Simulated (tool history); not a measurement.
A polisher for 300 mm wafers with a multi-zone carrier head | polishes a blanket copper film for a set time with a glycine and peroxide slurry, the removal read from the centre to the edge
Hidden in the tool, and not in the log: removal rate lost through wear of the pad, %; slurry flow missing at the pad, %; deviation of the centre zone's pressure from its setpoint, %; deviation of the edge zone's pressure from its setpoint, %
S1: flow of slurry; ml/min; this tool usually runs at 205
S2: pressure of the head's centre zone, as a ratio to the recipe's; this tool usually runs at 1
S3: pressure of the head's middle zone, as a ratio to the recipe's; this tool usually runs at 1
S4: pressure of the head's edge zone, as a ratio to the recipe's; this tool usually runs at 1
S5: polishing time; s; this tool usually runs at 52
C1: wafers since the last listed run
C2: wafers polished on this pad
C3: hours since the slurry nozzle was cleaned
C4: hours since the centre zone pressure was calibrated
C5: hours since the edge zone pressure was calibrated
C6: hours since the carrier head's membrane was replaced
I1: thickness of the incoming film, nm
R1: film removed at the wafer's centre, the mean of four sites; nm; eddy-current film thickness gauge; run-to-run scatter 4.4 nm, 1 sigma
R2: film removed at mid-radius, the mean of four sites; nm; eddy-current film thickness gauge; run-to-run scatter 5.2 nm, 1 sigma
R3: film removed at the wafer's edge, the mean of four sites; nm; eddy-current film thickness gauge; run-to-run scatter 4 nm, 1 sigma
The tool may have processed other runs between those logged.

| run | hour | S1 | S2 | S3 | S4 | S5 | C1 | C2 | C3 | C4 | C5 | C6 | I1 | R1 | R2 | R3 |
|---|---|---|---|---|---|---|---|---|---|---|---|---|---|---|---|---|
| 1 | 0 | 235 | 1 | 1 | 1 | 59 | 0 | 1218 | 276.2 | 373.2 | 695.8 | 1197.3 | 948.5 | 389.1 | 399.7 | 405.4 |
|  | 33.4 | carrier head's membrane replaced by a new one |
| 2 | 69.5 | 205 | 1 | 1 | 1 | 52 | 860 | 2079 | 345.7 | 442.7 | 765.3 | 36.1 | 928.3 | 337.5 | 341.6 | 350.5 |
|  | 172.8 | slurry nozzle cleaned |
| 3 | 191.9 | 205 | 1 | 1 | 1 | 52 | 1620 | 3700 | 19.1 | 565.1 | 887.7 | 158.5 | 926.3 | 352.7 | 357.6 | 368.5 |
| 4 | 235.2 | 205 | 1 | 1 | 1 | 52 | 577 | 4278 | 62.4 | 608.4 | 931 | 201.8 | 925.2 | 353.8 | 348 | 369.9 |
|  | 364.6 | worn pad replaced by a new one |
| 5 | 405.4 | 230 | 1 | 1 | 1 | 52 | 2218 | 544 | 232.6 | 778.6 | 1101.2 | 372 | 947.7 | 345.8 | 344.3 | 364.1 |
| 6 | 495.3 | 165 | 1 | 0.96 | 1.04 | 58 | 1199 | 1744 | 322.5 | 868.5 | 1191.1 | 461.9 | 933.9 | 370.4 | 364.1 | 400.9 |
| 7 | 540.6 | 240 | 1.08 | 1.07 | 1 | 38 | 604 | 2349 | 367.8 | 913.8 | 1236.4 | 507.2 | 933.2 | 271.8 | 265.2 | 260 |
| 8 | 639.5 | 240 | 1.08 | 1.07 | 1 | 38 | 1320 | 3669 | 466.7 | 1012.7 | 1335.3 | 606.1 | 931 | 277.3 | 267.5 | 261.6 |
| 9 | 719.3 | 140 | 1 | 0.91 | 1 | 52 | 1065 | 4734 | 546.5 | 1092.5 | 1415.1 | 685.9 | 920.9 | 311.5 | 295.4 | 341.8 |
|  | 729.5 | slurry nozzle cleaned |
|  | 754.5 | edge zone pressure recalibrated |
| 10 | 785.1 | 205 | 1.05 | 1 | 1 | 59 | 838 | 5572 | 55.6 | 1158.3 | 30.6 | 751.7 | 932.1 | 417.6 | 393.1 | 404.9 |
| 11 | 822.2 | 205 | 1 | 1 | 1 | 52 | 495 | 6068 | 92.7 | 1195.4 | 67.7 | 788.8 | 944.4 | 346.8 | 345.6 | 357 |
|  | 849.1 | centre zone pressure recalibrated |
| 12 | 867.7 | 205 | 1 | 1 | 1 | 52 | 580 | 6648 | 138.2 | 18.6 | 113.2 | 834.3 | 946.9 | 336.2 | 345.9 | 361.9 |
|  | 907.1 | worn pad replaced by a new one |
| 13 | 971.3 | 205 | 1.04 | 1.04 | 1 | 52 | 1329 | 856 | 241.8 | 122.2 | 216.8 | 937.9 | 938 | 346.5 | 350.1 | 356.7 |
| 14 | 1070.9 | 205 | 0.95 | 0.89 | 1 | 52 | 1329 | 2185 | 341.4 | 221.8 | 316.4 | 1037.5 | 945.4 | 323.9 | 300.3 | 350.5 |
| 15 | 1190 | 205 | 1 | 1 | 1 | 52 | 1589 | 3775 | 460.5 | 340.9 | 435.5 | 1156.6 | 924.9 | 331 | 337.9 | 352.2 |
|  | 1208.5 | slurry nozzle cleaned |
| 16 | 1230.5 | 205 | 1 | 1 | 1 | 52 | 527 | 4302 | 22 | 381.4 | 476 | 1197.1 | 938.3 | 355.2 | 356.6 | 368.6 |
| 17 | 1280.3 | 175 | 0.89 | 0.94 | 1 | 52 | 664 | 4967 | 71.8 | 431.2 | 525.8 | 1246.9 | 942.5 | 303.3 | 325.5 | 363 |
| 18 | 1365.3 | 185 | 0.92 | 1.07 | 1 | 52 | 1134 | 6101 | 156.8 | 516.2 | 610.8 | 1331.9 | 931.2 | 308.9 | 369.1 | 358.1 |

For run 19, what comes out?
|  | 1402.1 | worn pad replaced by a new one |
| 19 | 1453 | 205 | 0.94 | 1 | 1 | 52 | 1117 | 679 | 244.5 | 603.9 | 698.5 | 1419.6 | 939.9 | ? | ? | ? |

Run 19 produced R1 322.1 nm, R2 348.4 nm, R3 355.9 nm.
Without the tool's hidden state the same run would have given R1 338.9 nm, R2 364.5 nm, R3 367.9 nm.
